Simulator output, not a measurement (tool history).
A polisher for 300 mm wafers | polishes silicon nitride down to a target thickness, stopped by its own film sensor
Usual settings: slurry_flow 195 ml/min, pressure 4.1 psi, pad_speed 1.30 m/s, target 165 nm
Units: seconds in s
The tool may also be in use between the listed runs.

run	hour	slurry_flow	pressure	pad_speed	target	incoming thickness of the incoming film, nm	seconds
1	0.0	195	4.1	1.30	165	410.4	104.6
# hour 10.0: worn pad replaced by a new one
2	32.0	195	4.1	1.30	165	411.2	103.7
3	50.3	195	4.1	1.30	165	404.1	99.0
4	76.6	195	4.1	1.30	165	410.4	105.0
5	99.2	195	4.1	1.30	165	410.0	103.1
6	132.7	195	4.1	1.30	165	406.5	104.6
7	151.3	195	4.1	1.30	165	406.4	102.6
8	171.6	195	4.1	1.30	165	408.3	102.8
# hour 179.5: worn pad replaced by a new one
9	203.2	195	4.1	1.30	122	404.2	120.0
10	215.9	195	4.1	1.30	122	408.6	122.1
11	248.7	195	4.1	1.30	122	404.0	118.6
12	262.7	225	4.1	1.30	165	408.8	100.6
13	285.6	225	4.1	1.30	165	412.3	102.6
# hour 298.9: slurry nozzle cleaned
14	317.9	225	4.1	1.30	165	405.1	99.3
# hour 322.6: worn pad replaced by a new one
15	337.6	195	4.1	1.14	165	416.6	115.3
16	365.7	195	4.1	1.14	165	409.1	112.2
17	385.0	175	4.1	1.30	165	418.0	108.5
18	417.8	260	3.1	0.90	228	409.3	124.9
19	439.8	195	4.1	1.14	165	408.9	115.2
# hour 489.1: worn pad replaced by a new one
20	518.9	125	4.1	0.92	165	411.0	146.5
21	543.0	165	4.1	1.10	165	407.4	119.5
22	573.4	245	4.7	1.54	187	416.8	72.8
# hour 585.6: head pressure recalibrated
23	590.1	195	4.1	1.30	165	405.2	101.8
24	604.9	160	3.0	1.30	216	408.2	115.2
25	635.6	145	3.1	1.46	85	412.1	177.1
# hour 647.9: worn pad replaced by a new one
26	669.7	195	4.1	1.30	165	409.5	105.1
27	700.5	195	4.1	1.30	88	409.7	135.5
28	723.1	195	5.2	1.30	209	404.4	64.5
29	742.2	195	4.1	1.30	165	406.5	105.0
30	755.2	195	5.1	1.30	165	401.1	79.5

Run 31 comes next. What will it give?
31	781.7	195	4.1	1.30	165	411.4	?

seconds: 104.0 s
Without the tool's hidden state the same run would have given seconds 104.0 s.

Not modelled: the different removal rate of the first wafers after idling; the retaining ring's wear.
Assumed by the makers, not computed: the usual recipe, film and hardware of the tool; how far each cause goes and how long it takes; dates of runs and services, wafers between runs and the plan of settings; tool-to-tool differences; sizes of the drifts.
